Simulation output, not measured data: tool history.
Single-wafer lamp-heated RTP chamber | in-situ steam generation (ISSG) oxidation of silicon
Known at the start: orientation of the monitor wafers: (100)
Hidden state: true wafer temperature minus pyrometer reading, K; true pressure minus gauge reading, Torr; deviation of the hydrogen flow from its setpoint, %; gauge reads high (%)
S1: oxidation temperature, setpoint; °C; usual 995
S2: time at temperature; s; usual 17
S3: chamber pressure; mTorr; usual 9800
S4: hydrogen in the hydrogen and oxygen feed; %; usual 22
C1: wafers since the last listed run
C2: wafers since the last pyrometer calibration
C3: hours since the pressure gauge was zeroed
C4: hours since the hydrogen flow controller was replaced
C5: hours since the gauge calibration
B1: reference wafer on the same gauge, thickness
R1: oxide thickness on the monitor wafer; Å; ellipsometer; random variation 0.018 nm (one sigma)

run 1 hour=0.0 | S1=995 S2=17 S3=9800 S4=22 | C1=0 C2=3508 C3=344.5 C4=2317.4 C5=2848.9 | B1=5.434 | R1=46.34
run 2 hour=107.1 | S1=1011 S2=17 S3=9800 S4=22 | C1=522 C2=4031 C3=451.6 C4=2424.5 C5=2956.0 | B1=5.432 | R1=49.74
run 3 hour=213.6 | S1=1011 S2=17 S3=9800 S4=22 | C1=519 C2=4550 C3=558.1 C4=2531.0 C5=3062.5 | B1=5.427 | R1=49.33
run 4 hour=289.7 | S1=995 S2=17 S3=9800 S4=22 | C1=371 C2=4922 C3=634.2 C4=2607.1 C5=3138.6 | B1=5.430 | R1=46.70
run 5 hour=393.7 | S1=995 S2=17 S3=9800 S4=22 | C1=507 C2=5429 C3=738.2 C4=2711.1 C5=3242.6 | B1=5.446 | R1=46.63
run 6 hour=431.0 | S1=995 S2=17 S3=9800 S4=22 | C1=182 C2=5611 C3=775.5 C4=2748.4 C5=3279.9 | B1=5.425 | R1=46.48
run 7 hour=512.5 | S1=995 S2=17 S3=9800 S4=22 | C1=397 C2=6009 C3=857.0 C4=2829.9 C5=3361.4 | B1=5.435 | R1=46.53
run 8 hour=610.9 | S1=995 S2=17 S3=9800 S4=22 | C1=480 C2=6489 C3=955.4 C4=2928.3 C5=3459.8 | B1=5.440 | R1=46.58
run 9 hour=775.8 | S1=995 S2=17 S3=9800 S4=15 | C1=804 C2=7294 C3=1120.3 C4=3093.2 C5=3624.7 | B1=5.438 | R1=42.87
run 10 hour=823.7 | S1=995 S2=13 S3=9800 S4=22 | C1=233 C2=7528 C3=1168.2 C4=3141.1 C5=3672.6 | B1=5.425 | R1=41.09
run 11 hour=870.0 | S1=980 S2=21 S3=10200 S4=25 | C1=225 C2=7754 C3=1214.5 C4=3187.4 C5=3718.9 | B1=5.423 | R1=49.35
-- hour=881.0 pyrometer window cleaned and pyrometer calibrated
run 12 hour=936.4 | S1=988 S2=17 S3=10200 S4=16 | C1=284 C2=270 C3=1280.9 C4=3253.8 C5=3785.3 | B1=5.434 | R1=41.86
run 13 hour=988.4 | S1=995 S2=17 S3=9800 S4=22 | C1=253 C2=524 C3=1332.9 C4=3305.8 C5=3837.3 | B1=5.441 | R1=46.82
run 14 hour=1066.2 | S1=980 S2=21 S3=9800 S4=22 | C1=379 C2=903 C3=1410.7 C4=3383.6 C5=3915.1 | B1=5.430 | R1=47.89
run 15 hour=1159.3 | S1=995 S2=17 S3=10200 S4=15 | C1=454 C2=1358 C3=1503.8 C4=3476.7 C5=4008.2 | B1=5.435 | R1=42.60
run 16 hour=1205.0 | S1=1010 S2=17 S3=10200 S4=22 | C1=223 C2=1581 C3=1549.5 C4=3522.4 C5=4053.9 | B1=5.437 | R1=49.21
-- hour=1254.1 pressure gauge zeroed
run 17 hour=1254.6 | S1=995 S2=21 S3=10200 S4=16 | C1=202 C2=1784 C3=0.5 C4=3572.0 C5=4103.5 | B1=5.436 | R1=47.72
run 18 hour=1300.7 | S1=995 S2=20 S3=8400 S4=17 | C1=224 C2=2009 C3=46.6 C4=3618.1 C5=4149.6 | B1=5.434 | R1=47.96
run 19 hour=1393.9 | S1=1001 S2=17 S3=8900 S4=12 | C1=454 C2=2463 C3=139.8 C4=3711.3 C5=4242.8 | B1=5.433 | R1=42.28
-- hour=1410.4 gauge calibrated
run 20 hour=1471.4 | S1=995 S2=17 S3=9800 S4=22 | C1=378 C2=2842 C3=217.3 C4=3788.8 C5=61.0 | B1=5.430 | R1=46.34
run 21 hour=1537.5 | S1=1008 S2=15 S3=9800 S4=22 | C1=322 C2=3164 C3=283.4 C4=3854.9 C5=127.1 | B1=5.432 | R1=46.22
-- hour=1582.9 hydrogen flow controller replaced
run 22 hour=1645.3 | S1=978 S2=17 S3=9800 S4=22 | C1=487 C2=3651 C3=391.2 C4=62.4 C5=234.9 | B1=5.446 | R1=43.76
run 23 hour=1705.8 | S1=995 S2=17 S3=9800 S4=18 | C1=295 C2=3946 C3=451.7 C4=122.9 C5=295.4 | B1=5.430 | R1=44.98
run 24 hour=1755.9 | S1=995 S2=17 S3=9800 S4=22 | C1=244 C2=4191 C3=501.8 C4=173.0 C5=345.5 | B1=5.440 | R1=46.60
run 25 hour=1798.0 | S1=995 S2=17 S3=9800 S4=22 | C1=205 C2=4396 C3=543.9 C4=215.1 C5=387.6 | B1=5.428 | R1=46.70
run 26 hour=1874.7 | S1=1010 S2=17 S3=9800 S4=22 | C1=374 C2=4771 C3=620.6 C4=291.8 C5=464.3 | B1=5.424 | R1=49.27
run 27 hour=1976.0 | S1=1007 S2=13 S3=9800 S4=17 | C1=494 C2=5265 C3=721.9 C4=393.1 C5=565.6 | B1=5.433 | R1=40.53
run 28 hour=2061.5 | S1=980 S2=21 S3=9800 S4=22 | C1=417 C2=5682 C3=807.4 C4=478.6 C5=651.1 | B1=5.424 | R1=48.48
run 29 hour=2114.1 | S1=995 S2=24 S3=8400 S4=32 | C1=256 C2=5939 C3=860.0 C4=531.2 C5=703.7 | B1=5.433 | R1=60.16
run 30 hour=2209.7 | S1=995 S2=10 S3=10200 S4=19 | C1=466 C2=6405 C3=955.6 C4=626.8 C5=799.3 | B1=5.437 | R1=35.27
-- hour=2238.8 pyrometer window cleaned and pyrometer calibrated
run 31 hour=2299.1 | S1=995 S2=21 S3=9800 S4=22 | C1=397 C2=294 C3=1045.0 C4=716.2 C5=888.7 | B1=5.427 | R1=51.37
run 32 hour=2401.8 | S1=995 S2=17 S3=10200 S4=30 | C1=501 C2=795 C3=1147.7 C4=818.9 C5=991.4 | B1=5.425 | R1=49.66

Hidden state at the last listed run before each entry between runs and at the first one after, where it differs:
Between runs 11 and 12: pyrometer window cleaned and pyrometer calibrated (hour 881.0)
  no hidden state differs between the two runs
Between runs 16 and 17: pressure gauge zeroed (hour 1254.1)
  no hidden state differs between the two runs
Between runs 19 and 20: gauge calibrated (hour 1410.4)
  no hidden state differs between the two runs
Between runs 21 and 22: hydrogen flow controller replaced (hour 1582.9)
  no hidden state differs between the two runs
Between runs 30 and 31: pyrometer window cleaned and pyrometer calibrated (hour 2238.8)
  no hidden state differs between the two runs
